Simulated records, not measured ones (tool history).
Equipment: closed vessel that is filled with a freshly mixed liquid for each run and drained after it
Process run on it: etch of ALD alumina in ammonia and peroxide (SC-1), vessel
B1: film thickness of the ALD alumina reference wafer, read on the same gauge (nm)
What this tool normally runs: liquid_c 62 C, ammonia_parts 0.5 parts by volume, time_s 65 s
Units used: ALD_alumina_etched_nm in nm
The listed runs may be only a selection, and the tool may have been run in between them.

{"run": 1, "hour": 0.0, "liquid_c": 62, "ammonia_parts": 0.5, "time_s": 65, "B1": 110.04, "ALD_alumina_etched_nm": 8.16}
{"run": 2, "hour": 36.5, "liquid_c": 62, "ammonia_parts": 0.5, "time_s": 65, "B1": 109.99, "ALD_alumina_etched_nm": 8.15}
{"run": 3, "hour": 68.4, "liquid_c": 62, "ammonia_parts": 0.5, "time_s": 65, "B1": 110.01, "ALD_alumina_etched_nm": 8.12}
{"hour": 83.2, "done": "gauge calibrated"}
{"hour": 127.6, "done": "new drum of ammonia solution connected"}
{"run": 4, "hour": 135.0, "liquid_c": 62, "ammonia_parts": 0.5, "time_s": 65, "B1": 110.02, "ALD_alumina_etched_nm": 8.09}
{"run": 5, "hour": 192.9, "liquid_c": 62, "ammonia_parts": 0.5, "time_s": 65, "B1": 110.03, "ALD_alumina_etched_nm": 8.04}
{"run": 6, "hour": 226.0, "liquid_c": 62, "ammonia_parts": 0.5, "time_s": 65, "B1": 109.96, "ALD_alumina_etched_nm": 8.09}
{"run": 7, "hour": 260.5, "liquid_c": 58, "ammonia_parts": 0.5, "time_s": 65, "B1": 109.97, "ALD_alumina_etched_nm": 6.55}
{"run": 8, "hour": 304.8, "liquid_c": 58, "ammonia_parts": 0.5, "time_s": 65, "B1": 109.97, "ALD_alumina_etched_nm": 6.55}
{"hour": 309.4, "done": "ammonia flow meter replaced"}
{"run": 9, "hour": 335.7, "liquid_c": 59, "ammonia_parts": 0.5, "time_s": 65, "B1": 109.97, "ALD_alumina_etched_nm": 6.85}
{"run": 10, "hour": 377.0, "liquid_c": 70, "ammonia_parts": 0.25, "time_s": 80, "B1": 110.02, "ALD_alumina_etched_nm": 13.58}
{"run": 11, "hour": 434.8, "liquid_c": 58, "ammonia_parts": 0.5, "time_s": 65, "B1": 109.97, "ALD_alumina_etched_nm": 6.45}
{"hour": 510.4, "done": "new drum of ammonia solution connected"}
{"run": 12, "hour": 518.7, "liquid_c": 70, "ammonia_parts": 0.25, "time_s": 100, "B1": 109.96, "ALD_alumina_etched_nm": 16.87}
{"hour": 526.4, "done": "gauge calibrated"}
{"run": 13, "hour": 551.9, "liquid_c": 62, "ammonia_parts": 0.35, "time_s": 65, "B1": 110.03, "ALD_alumina_etched_nm": 7.56}
{"run": 14, "hour": 622.8, "liquid_c": 58.5, "ammonia_parts": 0.5, "time_s": 80, "B1": 109.97, "ALD_alumina_etched_nm": 8.05}
{"hour": 651.3, "done": "thermometer replaced"}
{"run": 15, "hour": 680.4, "liquid_c": 65, "ammonia_parts": 0.5, "time_s": 85, "B1": 109.96, "ALD_alumina_etched_nm": 12.51}
{"run": 16, "hour": 707.6, "liquid_c": 67, "ammonia_parts": 0.4, "time_s": 85, "B1": 110, "ALD_alumina_etched_nm": 13.5}
{"run": 17, "hour": 772.6, "liquid_c": 62, "ammonia_parts": 0.6, "time_s": 65, "B1": 110.05, "ALD_alumina_etched_nm": 8.29}
{"run": 18, "hour": 822.5, "liquid_c": 62, "ammonia_parts": 0.5, "time_s": 65, "B1": 110.03, "ALD_alumina_etched_nm": 8.17}

Forecast each of these 5 alternatives for the next run:
{"run": "A", "hour": 823.2, "liquid_c": 62, "ammonia_parts": 0.5, "time_s": 65, "B1": "?", "ALD_alumina_etched_nm": "?"}
{"run": "B", "hour": 823.2, "liquid_c": 70, "ammonia_parts": 0.5, "time_s": 30, "B1": "?", "ALD_alumina_etched_nm": "?"}
{"run": "C", "hour": 823.2, "liquid_c": 62, "ammonia_parts": 0.4, "time_s": 95, "B1": "?", "ALD_alumina_etched_nm": "?"}
{"run": "D", "hour": 823.2, "liquid_c": 56, "ammonia_parts": 0.4, "time_s": 65, "B1": "?", "ALD_alumina_etched_nm": "?"}
{"run": "E", "hour": 823.2, "liquid_c": 53, "ammonia_parts": 0.5, "time_s": 65, "B1": "?", "ALD_alumina_etched_nm": "?"}

run=A B1=110 ALD_alumina_etched_nm=8.18
run=B B1=110 ALD_alumina_etched_nm=5.61
run=C B1=110 ALD_alumina_etched_nm=11.71
run=D B1=110 ALD_alumina_etched_nm=5.87
run=E B1=110 ALD_alumina_etched_nm=5.11
Stripped of hidden state, with their random variation kept, the same runs would have yielded:
run=A ALD_alumina_etched_nm=8.33
run=B ALD_alumina_etched_nm=5.7
run=C ALD_alumina_etched_nm=11.92
run=D ALD_alumina_etched_nm=5.98
run=E ALD_alumina_etched_nm=5.21

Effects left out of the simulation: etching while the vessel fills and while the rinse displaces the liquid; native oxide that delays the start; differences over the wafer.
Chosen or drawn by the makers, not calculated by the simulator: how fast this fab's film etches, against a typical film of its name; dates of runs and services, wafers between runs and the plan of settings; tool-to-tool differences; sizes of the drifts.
